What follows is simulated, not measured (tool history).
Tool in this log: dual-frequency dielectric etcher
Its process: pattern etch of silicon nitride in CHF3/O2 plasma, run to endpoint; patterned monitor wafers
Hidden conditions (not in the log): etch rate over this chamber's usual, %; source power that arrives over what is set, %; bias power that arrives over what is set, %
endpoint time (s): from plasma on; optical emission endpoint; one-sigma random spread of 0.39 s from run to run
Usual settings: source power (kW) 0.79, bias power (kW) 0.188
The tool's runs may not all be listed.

| run | hour | source power (kW) | bias power (kW) | wafers since the last listed run | hours since the last wet clean | hours since the last source power generator calibration | hours since the last bias power generator calibration | hours since the last upper electrode change | incoming incoming film thickness, nm | endpoint time (s) |
|---|---|---|---|---|---|---|---|---|---|---|
| 1 | 0 | 0.79 | 0.188 | 0 | 156 | 978.1 | 3713.8 | 3533 | 87 | 59.5 |
| 2 | 25.9 | 0.79 | 0.188 | 279 | 181.9 | 1004 | 3739.7 | 3558.9 | 87.2 | 59.5 |
| 3 | 52.2 | 0.79 | 0.188 | 283 | 208.2 | 1030.3 | 3766 | 3585.2 | 87 | 59 |
| 4 | 76.5 | 0.68 | 0.188 | 262 | 232.5 | 1054.6 | 3790.3 | 3609.5 | 86.5 | 62.6 |
| 5 | 95.5 | 0.68 | 0.188 | 205 | 251.5 | 1073.6 | 3809.3 | 3628.5 | 87.6 | 64.2 |
| 6 | 115 | 0.79 | 0.188 | 210 | 271 | 1093.1 | 3828.8 | 3648 | 87 | 58.9 |
| 7 | 146.8 | 0.79 | 0.188 | 343 | 302.8 | 1124.9 | 3860.6 | 3679.8 | 87.3 | 59.6 |
| 8 | 176.9 | 0.79 | 0.188 | 324 | 332.9 | 1155 | 3890.7 | 3709.9 | 87.4 | 59.9 |
| 9 | 212.2 | 0.79 | 0.188 | 380 | 368.2 | 1190.3 | 3926 | 3745.2 | 87.8 | 61.2 |
| 10 | 244.9 | 0.79 | 0.188 | 352 | 400.9 | 1223 | 3958.7 | 3777.9 | 87 | 60.1 |
| 11 | 261 | 0.79 | 0.224 | 173 | 417 | 1239.1 | 3974.8 | 3794 | 88 | 58.2 |
| 12 | 274.1 | 0.79 | 0.224 | 141 | 430.1 | 1252.2 | 3987.9 | 3807.1 | 87.6 | 58.3 |
|  | 312.3 | upper electrode replaced |
| 13 | 312.8 | 0.79 | 0.224 | 158 | 468.8 | 1290.9 | 4026.6 | 0.5 | 86.4 | 56.9 |
| 14 | 316.4 | 0.79 | 0.188 | 38 | 472.4 | 1294.5 | 4030.2 | 4.1 | 87.3 | 60.5 |
|  | 351.3 | bias power generator calibrated |
| 15 | 351.8 | 0.92 | 0.158 | 338 | 507.8 | 1329.9 | 0.5 | 39.5 | 87 | 60.2 |
| 16 | 382.1 | 0.65 | 0.188 | 327 | 538.1 | 1360.2 | 30.8 | 69.8 | 87.4 | 64.9 |
|  | 413.8 | wet clean of the chamber |
| 17 | 414.3 | 0.73 | 0.148 | 88 | 0.5 | 1392.4 | 63 | 102 | 86.4 | 64.3 |
|  | 438.3 | source power generator calibrated |
| 18 | 443.1 | 0.93 | 0.188 | 267 | 29.3 | 4.8 | 91.8 | 130.8 | 87.3 | 55.6 |
| 19 | 476.5 | 0.79 | 0.188 | 360 | 62.7 | 38.2 | 125.2 | 164.2 | 86 | 58.1 |
| 20 | 513.2 | 0.66 | 0.161 | 396 | 99.4 | 74.9 | 161.9 | 200.9 | 87.6 | 66 |
| 21 | 546.4 | 0.93 | 0.173 | 358 | 132.6 | 108.1 | 195.1 | 234.1 | 87.3 | 57.6 |
| 22 | 581.1 | 0.79 | 0.188 | 374 | 167.3 | 142.8 | 229.8 | 268.8 | 87.2 | 59.1 |
| 23 | 616.1 | 0.68 | 0.158 | 377 | 202.3 | 177.8 | 264.8 | 303.8 | 87.8 | 65.9 |
| 24 | 632.5 | 0.87 | 0.167 | 177 | 218.7 | 194.2 | 281.2 | 320.2 | 86.9 | 58.9 |
| 25 | 654.4 | 0.64 | 0.228 | 236 | 240.6 | 216.1 | 303.1 | 342.1 | 87.1 | 60.9 |
| 26 | 669.8 | 0.79 | 0.165 | 166 | 256 | 231.5 | 318.5 | 357.5 | 87.4 | 61.6 |

What if the next run were any one of these 5? Each begins from the tool's condition after run 26:
| A | 670.2 | 0.79 | 0.188 | 4 | 256.4 | 231.9 | 318.9 | 357.9 | 86.9 | ? |
| B | 670.2 | 0.85 | 0.234 | 4 | 256.4 | 231.9 | 318.9 | 357.9 | 86.9 | ? |
| C | 670.2 | 0.93 | 0.224 | 4 | 256.4 | 231.9 | 318.9 | 357.9 | 86.9 | ? |
| D | 670.2 | 0.86 | 0.188 | 4 | 256.4 | 231.9 | 318.9 | 357.9 | 86.9 | ? |
| E | 670.2 | 0.79 | 0.166 | 4 | 256.4 | 231.9 | 318.9 | 357.9 | 86.9 | ? |

| run | endpoint time (s) |
|---|---|
| A | 59.6 |
| B | 54.7 |
| C | 53.6 |
| D | 57.8 |
| E | 61.5 |
What these runs would have given with no unlogged condition in the tool:
| run | endpoint time (s) |
|---|---|
| A | 58.8 |
| B | 53.9 |
| C | 52.8 |
| D | 56.9 |
| E | 60.6 |
